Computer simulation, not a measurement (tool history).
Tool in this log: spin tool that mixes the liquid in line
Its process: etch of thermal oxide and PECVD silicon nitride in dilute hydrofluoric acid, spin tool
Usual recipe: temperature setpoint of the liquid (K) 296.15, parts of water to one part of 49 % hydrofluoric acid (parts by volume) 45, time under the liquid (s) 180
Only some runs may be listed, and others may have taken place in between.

run	hour	temperature setpoint of the liquid (K)	parts of water to one part of 49 % hydrofluoric acid (parts by volume)	time under the liquid (s)	read-back film thickness of the thermal oxide reference wafer, read on the same gauge (nm)	read-back film thickness of the PECVD silicon nitride reference wafer, read on the same gauge (nm)	thickness taken off the thermal oxide on a monitor wafer (nm)	thickness taken off the PECVD silicon nitride on a monitor wafer (nm)
1	0.0	294.65	45	180	149.99	99.98	20.57	12.23
2	9.0	294.65	45	180	150.02	100.03	20.51	12.43
3	24.3	296.15	45	180	149.98	100.01	21.94	13.96
4	36.2	296.15	45	180	149.97	100.00	22.13	13.58
5	53.8	296.15	45	180	149.99	99.98	21.94	13.89
6	66.8	296.15	45	180	149.97	99.95	21.95	13.67
7	81.0	296.15	35	180	150.01	100.00	28.52	17.69
8	91.9	296.15	35	180	149.99	99.98	28.62	17.81
# hour 94.6: gauge calibrated
# hour 97.8: hydrofluoric acid flow meter replaced
9	104.5	296.15	45	180	150.01	100.02	21.96	13.57
10	110.9	296.15	45	180	149.99	100.00	21.77	13.82
11	127.0	296.15	45	180	150.01	99.99	21.79	13.61
12	143.1	296.15	45	180	150.01	100.01	21.90	13.79
13	158.2	296.15	45	180	149.97	100.03	21.88	13.54
14	170.4	296.15	45	180	150.02	100.01	21.91	13.71
15	187.7	296.15	45	180	150.00	99.99	21.79	13.69
# hour 191.0: thermometer replaced
16	195.1	294.15	45	125	150.00	100.00	14.12	8.30
17	206.2	300.65	35	180	149.99	100.00	34.42	23.88
18	216.4	296.15	25	180	149.99	99.98	40.67	24.19
19	233.1	300.65	35	180	149.98	100.01	34.57	23.49
20	240.2	296.15	30	130	150.01	99.99	24.29	14.64
# hour 248.0: gauge calibrated
21	251.6	296.15	65	280	150.00	99.98	23.13	15.04
22	263.1	296.15	35	270	150.00	99.98	43.17	25.94
23	271.0	300.15	35	180	150.00	99.97	33.75	22.91
24	281.2	300.15	30	180	150.01	99.99	39.96	26.24
25	291.5	292.15	45	180	150.00	100.00	18.40	10.29
26	299.0	296.15	35	90	150.01	100.00	14.23	8.76
27	316.8	299.65	60	110	150.01	100.00	11.37	7.96

Forecast each of these 3 alternatives for the next run:
A	317.3	296.15	45	180	?	?	?	?
B	317.3	296.15	55	270	?	?	?	?
C	317.3	296.15	65	180	?	?	?	?

run	read-back film thickness of the thermal oxide reference wafer, read on the same gauge (nm)	read-back film thickness of the PECVD silicon nitride reference wafer, read on the same gauge (nm)	thickness taken off the thermal oxide on a monitor wafer (nm)	thickness taken off the PECVD silicon nitride on a monitor wafer (nm)
A	150.00	100.01	21.89	13.55
B	150.00	100.01	26.52	16.71
C	150.00	100.01	14.77	9.46
With the hidden condition removed and each run's random variation left untouched, the same runs would have given:
run	thickness taken off the thermal oxide on a monitor wafer (nm)	thickness taken off the PECVD silicon nitride on a monitor wafer (nm)
A	21.89	13.55
B	26.52	16.71
C	14.77	9.46
